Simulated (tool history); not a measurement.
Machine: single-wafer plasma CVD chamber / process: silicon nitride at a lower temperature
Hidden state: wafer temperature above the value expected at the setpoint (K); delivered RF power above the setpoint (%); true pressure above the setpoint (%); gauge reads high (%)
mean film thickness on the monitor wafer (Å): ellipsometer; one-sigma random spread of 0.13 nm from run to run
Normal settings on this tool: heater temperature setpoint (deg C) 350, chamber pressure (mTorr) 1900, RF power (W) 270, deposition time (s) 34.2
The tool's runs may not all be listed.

run   hour  heater temperature setpoint (deg C)  chamber pressure (mTorr)  RF power (W)  deposition time (s)  wafers since the last listed run  hours since the last thermocouple change  hours since the last RF generator calibration  hours since the last manometer calibration  hours since the showerhead was replaced  hours since the gauge calibration  read-back reference wafer on the same gauge, thickness_nm  mean film thickness on the monitor wafer (Å)
  1      0                                  350                      2110           270                 34.2                                 0                                    1510.6                                         1878.9                                      2146.6                                   4616.7                              688.4                                                     32.407                                        363.98
  2   75.1                                  357                      1900           270                 34.2                              2469                                    1585.7                                           1954                                      2221.7                                   4691.8                              763.5                                                       32.4                                         359.5
      95.5  -- gauge calibrated
  3  104.7                                  350                      1900           270                 34.2                               973                                    1615.3                                         1983.6                                      2251.3                                   4721.4                                9.2                                                     32.417                                        358.55
     138.8  -- capacitance manometer re-zeroed and calibrated
  4  139.7                                  350                      1900           270                 34.2                               887                                    1650.3                                         2018.6                                         0.9                                   4756.4                               44.2                                                     32.402                                         356.5
  5  162.6                                  350                      1900           270                 34.2                               752                                    1673.2                                         2041.5                                        23.8                                   4779.3                               67.1                                                     32.418                                        356.21
     177.7  -- thermocouple changed; heater temperature recalibrated
  6  182.7                                  350                      1900           240                 34.2                               397                                         5                                         2061.6                                        43.9                                   4799.4                               87.2                                                     32.372                                        334.76
  7  216.3                                  350                      1900           240                 34.2                              1104                                      38.6                                         2095.2                                        77.5                                     4833                              120.8                                                     32.363                                        334.92
  8    238                                  350                      1900           240                 34.2                               713                                      60.3                                         2116.9                                        99.2                                   4854.7                              142.5                                                     32.401                                        335.79
     270.2  -- RF generator calibrated
  9  270.7                                  350                      1900           245                 34.2                               812                                        93                                            0.5                                       131.9                                   4887.4                              175.2                                                      32.39                                        356.47
 10  282.7                                  350                      1900           300                 34.2                               394                                       105                                           12.5                                       143.9                                   4899.4                              187.2                                                     32.401                                        393.47
 11    305                                  350                      1900           300                 34.2                               733                                     127.3                                           34.8                                       166.2                                   4921.7                              209.5                                                     32.417                                        392.12
 12  330.3                                  350                      1900           270                 34.2                               831                                     152.6                                           60.1                                       191.5                                     4947                              234.8                                                     32.441                                        371.48
 13  348.4                                  350                      1900           250                 34.2                               595                                     170.7                                           78.2                                       209.6                                   4965.1                              252.9                                                     32.365                                         355.1
 14  366.6                                  339                      1900           270                 34.2                               598                                     188.9                                           96.4                                       227.8                                   4983.3                              271.1                                                      32.42                                        370.54
 15  396.4                                  350                      1900           300                 34.2                               979                                     218.7                                          126.2                                       257.6                                   5013.1                              300.9                                                     32.401                                        390.81
 16    414                                  363                      2230           235                 34.2                               578                                     236.3                                          143.8                                       275.2                                   5030.7                              318.5                                                     32.412                                        353.85
     446.6  -- showerhead replaced
 17  447.1                                  342                      1480           220                 34.2                               825                                     269.4                                          176.9                                       308.3                                      0.5                              351.6                                                     32.385                                        318.78
 18  466.7                                  365                      1900           315                 40.1                               644                                       289                                          196.5                                       327.9                                     20.1                              371.2                                                     32.356                                        466.14
 19  493.2                                  342                      2310           270                 34.2                               871                                     315.5                                            223                                       354.4                                     46.6                              397.7                                                     32.409                                        384.04
 20  514.8                                  337                      1900           255                 34.2                               710                                     337.1                                          244.6                                         376                                     68.2                              419.3                                                      32.41                                         357.8
 21  533.9                                  350                      1900           255                   37                               627                                     356.2                                          263.7                                       395.1                                     87.3                              438.4                                                     32.357                                        388.87
 22  553.5                                  350                      1900           285                 34.2                               644                                     375.8                                          283.3                                       414.7                                    106.9                                458                                                      32.38                                        376.82
 23  570.2                                  350                      1900           270                 34.2                               549                                     392.5                                            300                                       431.4                                    123.6                              474.7                                                     32.379                                        366.59
 24    604                                  344                      1900           270                 34.2                              1111                                     426.3                                          333.8                                       465.2                                    157.4                              508.5                                                     32.404                                        367.12
 25    625                                  350                      1900           270                 34.2                               690                                     447.3                                          354.8                                       486.2                                    178.4                              529.5                                                     32.391                                        368.51
 26  637.9                                  350                      1900           270                 34.2                               424                                     460.2                                          367.7                                       499.1                                    191.3                              542.4                                                     32.374                                        368.81
 27  652.2                                  341                      1900           310                 34.2                               470                                     474.5                                            382                                       513.4                                    205.6                              556.7                                                     32.408                                        398.03
 28  670.9                                  350                      2270           270                 34.2                               614                                     493.2                                          400.7                                       532.1                                    224.3                              575.4                                                     32.432                                         379.8
 29  691.9                                  350                      1900           270                 34.2                               690                                     514.2                                          421.7                                       553.1                                    245.3                              596.4                                                     32.404                                         365.7

Subtracting, for every run, the result it would have given without the tool's unlogged condition from the measured result gives the following. The same run-to-run variation enters both numbers; the gauge's scatter may not:
run  mean film thickness on the monitor wafer (Å)
  1                                        -16.47
  2                                        -16.38
  3                                        -16.37
  4                                        -16.32
  5                                        -16.33
  6                                        -15.36
  7                                         -15.4
  8                                        -15.47
  9                                         -0.55
 10                                          -0.9
 11                                         -1.46
 12                                         -2.03
 13                                         -2.34
 14                                         -2.85
 15                                         -3.56
 16                                         -3.69
 17                                         -3.96
 18                                         -5.88
 19                                         -5.61
 20                                         -5.61
 21                                         -6.45
 22                                         -6.36
 23                                         -6.69
 24                                         -7.24
 25                                         -7.58
 26                                         -7.79
 27                                         -8.33
 28                                         -8.52
 29                                         -8.49

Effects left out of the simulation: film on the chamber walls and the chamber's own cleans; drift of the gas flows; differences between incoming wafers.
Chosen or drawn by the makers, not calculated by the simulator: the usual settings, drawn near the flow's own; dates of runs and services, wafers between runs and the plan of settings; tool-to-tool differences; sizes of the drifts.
